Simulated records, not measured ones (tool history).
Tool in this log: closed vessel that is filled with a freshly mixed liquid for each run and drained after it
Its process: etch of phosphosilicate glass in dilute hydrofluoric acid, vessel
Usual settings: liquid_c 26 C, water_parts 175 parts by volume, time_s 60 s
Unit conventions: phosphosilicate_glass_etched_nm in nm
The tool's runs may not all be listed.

run,day,liquid_c,water_parts,time_s,"read-back film thickness of the phosphosilicate glass reference wafer, read on the same gauge (nm)",phosphosilicate_glass_etched_nm
1,0,26,175,60,150,43.38
2,1.846,26,175,60,149.98,43.57
3,4.158,26,175,60,149.99,43.31
4,6.258,26,175,60,150.01,43.2
# day 6.704: hydrofluoric acid flow meter replaced, repeated, since the last time left the tool worse
# day 7.588: gauge calibrated
5,8.046,26,175,60,150.01,44.54
6,14.15,26,175,60,150,44.89
7,16.467,26,175,60,149.99,44.91
8,20.662,26,230,60,150,32.07
9,22.321,26,175,60,150.01,44.64
10,24.104,26,115,60,150.01,73.09
11,26.233,29.5,150,60,149.99,60.67
12,30.108,27.5,175,60,150.02,46.87
13,31.658,27.5,120,60,150,73.28
14,35.754,28.5,260,60,150.01,29.68
15,38.475,30,150,30,150.01,30.62
16,41.062,23,175,80,150.01,52.86
# day 43.892: hydrofluoric acid flow meter replaced
17,45.562,26,175,60,150,44.84
18,49.912,26,250,60,149.99,28.8
19,51.754,22,175,60,150,38.59
# day 53.342: thermometer replaced
20,55.588,26,175,60,149.99,44.7
21,57.483,26,175,60,150,44.62
22,61.233,26,175,60,149.99,44.29
23,64.762,30.5,135,60,150.01,71.63
24,67.092,26,175,80,150.02,59.7
25,70.925,21,115,75,150,74.77
# day 72.492: hydrofluoric acid flow meter replaced
26,74.812,28.5,90,50,150,88.85
27,77.546,26,265,60,149.99,26.74
28,81.862,22.5,260,60,150,24.1
29,86.312,30,125,45,150,57.91
30,90.571,24,230,60,150.02,29.67
31,92.612,26,175,45,149.99,33.32
32,96.683,26,175,60,150.01,44.23

Alternative continuations, all from the tool just after run 32; predict every row:
A,96.712,26,95,60,?,?
B,96.712,24,90,45,?,?
C,96.712,26,95,80,?,?
D,96.712,27.5,240,85,?,?

run,"read-back film thickness of the phosphosilicate glass reference wafer, read on the same gauge (nm)",phosphosilicate_glass_etched_nm
A,150.02,89.86
B,150.02,66.17
C,150.02,119.81
D,150.02,44.71
Take away the tool's hidden state, keep each run's random variation, and the runs would have read:
run,phosphosilicate_glass_etched_nm
A,90.86
B,66.89
C,121.15
D,45.27
